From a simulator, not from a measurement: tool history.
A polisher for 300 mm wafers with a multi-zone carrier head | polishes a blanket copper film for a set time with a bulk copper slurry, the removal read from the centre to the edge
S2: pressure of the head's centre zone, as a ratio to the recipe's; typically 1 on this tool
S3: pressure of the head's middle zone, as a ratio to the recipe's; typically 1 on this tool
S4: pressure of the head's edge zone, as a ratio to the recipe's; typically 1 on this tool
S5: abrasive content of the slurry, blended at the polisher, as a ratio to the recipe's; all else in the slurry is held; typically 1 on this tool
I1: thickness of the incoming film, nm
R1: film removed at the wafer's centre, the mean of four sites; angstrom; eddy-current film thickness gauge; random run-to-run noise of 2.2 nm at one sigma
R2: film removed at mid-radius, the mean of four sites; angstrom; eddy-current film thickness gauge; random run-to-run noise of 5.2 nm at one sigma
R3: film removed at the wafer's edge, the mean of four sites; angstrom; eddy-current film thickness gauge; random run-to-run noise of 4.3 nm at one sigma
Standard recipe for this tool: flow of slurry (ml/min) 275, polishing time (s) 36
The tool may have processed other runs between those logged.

{"run": 1, "hour": 0.0, "flow of slurry (ml/min)": 275, "S2": 1, "S3": 1, "S4": 1, "S5": 1, "polishing time (s)": 36, "I1": 2063.8, "R1": 3313, "R2": 3402, "R3": 3449}
{"run": 2, "hour": 6.5, "flow of slurry (ml/min)": 275, "S2": 1, "S3": 1, "S4": 1, "S5": 1, "polishing time (s)": 36, "I1": 2058.9, "R1": 3304, "R2": 3349, "R3": 3438}
{"run": 3, "hour": 13.5, "flow of slurry (ml/min)": 275, "S2": 1.06, "S3": 1, "S4": 1, "S5": 1, "polishing time (s)": 36, "I1": 2038, "R1": 3490, "R2": 3435, "R3": 3494}
{"run": 4, "hour": 20.4, "flow of slurry (ml/min)": 275, "S2": 0.94, "S3": 0.93, "S4": 1, "S5": 1, "polishing time (s)": 36, "I1": 2104.8, "R1": 3171, "R2": 3211, "R3": 3397}
{"hour": 50.8, "done": "worn pad replaced by a new one"}
{"run": 5, "hour": 73.3, "flow of slurry (ml/min)": 275, "S2": 1, "S3": 1, "S4": 1, "S5": 1, "polishing time (s)": 36, "I1": 2068, "R1": 3288, "R2": 3416, "R3": 3415}
{"run": 6, "hour": 85.7, "flow of slurry (ml/min)": 275, "S2": 1, "S3": 1, "S4": 0.88, "S5": 1, "polishing time (s)": 36, "I1": 2107, "R1": 3273, "R2": 3365, "R3": 3251}
{"run": 7, "hour": 101.1, "flow of slurry (ml/min)": 275, "S2": 1, "S3": 1, "S4": 1, "S5": 1, "polishing time (s)": 36, "I1": 2106.5, "R1": 3232, "R2": 3344, "R3": 3417}
{"run": 8, "hour": 115.2, "flow of slurry (ml/min)": 355, "S2": 1, "S3": 1, "S4": 1.09, "S5": 0.8, "polishing time (s)": 36, "I1": 2076.8, "R1": 3182, "R2": 3287, "R3": 3474}
{"run": 9, "hour": 126.4, "flow of slurry (ml/min)": 275, "S2": 1, "S3": 0.89, "S4": 1, "S5": 1.15, "polishing time (s)": 47, "I1": 2079.8, "R1": 4360, "R2": 4002, "R3": 4636}
{"hour": 131.9, "done": "slurry nozzle cleaned"}
{"run": 10, "hour": 136.4, "flow of slurry (ml/min)": 355, "S2": 0.91, "S3": 1, "S4": 1, "S5": 1, "polishing time (s)": 36, "I1": 2090.8, "R1": 2950, "R2": 3210, "R3": 3323}
{"run": 11, "hour": 144.7, "flow of slurry (ml/min)": 275, "S2": 1, "S3": 1, "S4": 1, "S5": 1, "polishing time (s)": 40, "I1": 2108.6, "R1": 3324, "R2": 3465, "R3": 3579}
{"hour": 154.5, "done": "carrier head's membrane replaced by a new one"}
{"run": 12, "hour": 162.7, "flow of slurry (ml/min)": 275, "S2": 0.96, "S3": 1, "S4": 1, "S5": 1.15, "polishing time (s)": 36, "I1": 2062.7, "R1": 2966, "R2": 3178, "R3": 3376}
{"hour": 178.0, "done": "worn pad replaced by a new one"}
{"run": 13, "hour": 198.9, "flow of slurry (ml/min)": 365, "S2": 0.9, "S3": 1, "S4": 1.03, "S5": 1, "polishing time (s)": 23, "I1": 2117.6, "R1": 1862, "R2": 2091, "R3": 2147}
{"run": 14, "hour": 206.8, "flow of slurry (ml/min)": 195, "S2": 1.1, "S3": 1, "S4": 1, "S5": 0.8, "polishing time (s)": 36, "I1": 2082.7, "R1": 2701, "R2": 2639, "R3": 2755}
{"run": 15, "hour": 213.6, "flow of slurry (ml/min)": 275, "S2": 1, "S3": 1, "S4": 1, "S5": 1, "polishing time (s)": 36, "I1": 2073.7, "R1": 2963, "R2": 3017, "R3": 3170}
{"hour": 221.5, "done": "slurry nozzle cleaned, repeated, since the last time left the tool worse"}
{"run": 16, "hour": 224.6, "flow of slurry (ml/min)": 275, "S2": 1, "S3": 1, "S4": 1, "S5": 1, "polishing time (s)": 36, "I1": 2060.3, "R1": 3435, "R2": 3506, "R3": 3526}
{"run": 17, "hour": 235.9, "flow of slurry (ml/min)": 275, "S2": 1, "S3": 0.95, "S4": 1, "S5": 1, "polishing time (s)": 36, "I1": 2077.7, "R1": 3479, "R2": 3450, "R3": 3491}
{"run": 18, "hour": 242.4, "flow of slurry (ml/min)": 335, "S2": 1, "S3": 1, "S4": 1.07, "S5": 1, "polishing time (s)": 36, "I1": 2074.7, "R1": 3490, "R2": 3536, "R3": 3738}
{"run": 19, "hour": 259.7, "flow of slurry (ml/min)": 275, "S2": 0.94, "S3": 0.93, "S4": 1, "S5": 1.25, "polishing time (s)": 36, "I1": 2064.9, "R1": 3442, "R2": 3549, "R3": 3738}
{"run": 20, "hour": 266.6, "flow of slurry (ml/min)": 275, "S2": 1.1, "S3": 1, "S4": 1.04, "S5": 1, "polishing time (s)": 32, "I1": 2083.4, "R1": 3302, "R2": 3152, "R3": 3196}
{"run": 21, "hour": 273.7, "flow of slurry (ml/min)": 195, "S2": 1.1, "S3": 1, "S4": 1, "S5": 0.8, "polishing time (s)": 36, "I1": 2073.4, "R1": 3343, "R2": 3202, "R3": 3176}
{"run": 22, "hour": 286.5, "flow of slurry (ml/min)": 275, "S2": 0.89, "S3": 1, "S4": 1, "S5": 0.85, "polishing time (s)": 43, "I1": 2099.5, "R1": 3580, "R2": 3976, "R3": 3908}

Measured result minus the same run's result without the hidden state. Both carry the same run-to-run variation, though not necessarily the same gauge scatter:
The hidden state here: removal rate lost through wear of the pad, %; slurry flow missing at the pad, %; deviation of the centre zone's pressure from its setpoint, %; deviation of the edge zone's pressure from its setpoint, %.
run=1 R1=-96 R2=-88 R3=-67
run=2 R1=-99 R2=-91 R3=-70
run=3 R1=-109 R2=-97 R3=-74
run=4 R1=-103 R2=-95 R3=-75
run=5 R1=-147 R2=-137 R3=-103
run=6 R1=-158 R2=-146 R3=-105
run=7 R1=-172 R2=-159 R3=-121
run=8 R1=-138 R2=-129 R3=-104
run=9 R1=-267 R2=-219 R3=-190
run=10 R1=-334 R2=-324 R3=-250
run=11 R1=-502 R2=-462 R3=-343
run=12 R1=-449 R2=-425 R3=-325
run=13 R1=-209 R2=-210 R3=-160
run=14 R1=-628 R2=-528 R3=-375
run=15 R1=-463 R2=-415 R3=-314
run=16 R1=-3 R2=-3 R3=-2
run=17 R1=-4 R2=-3 R3=-3
run=18 R1=-3 R2=-3 R3=-2
run=19 R1=-4 R2=-4 R3=-3
run=20 R1=-5 R2=-4 R3=-3
run=21 R1=-7 R2=-5 R3=-4
run=22 R1=-6 R2=-6 R3=-4
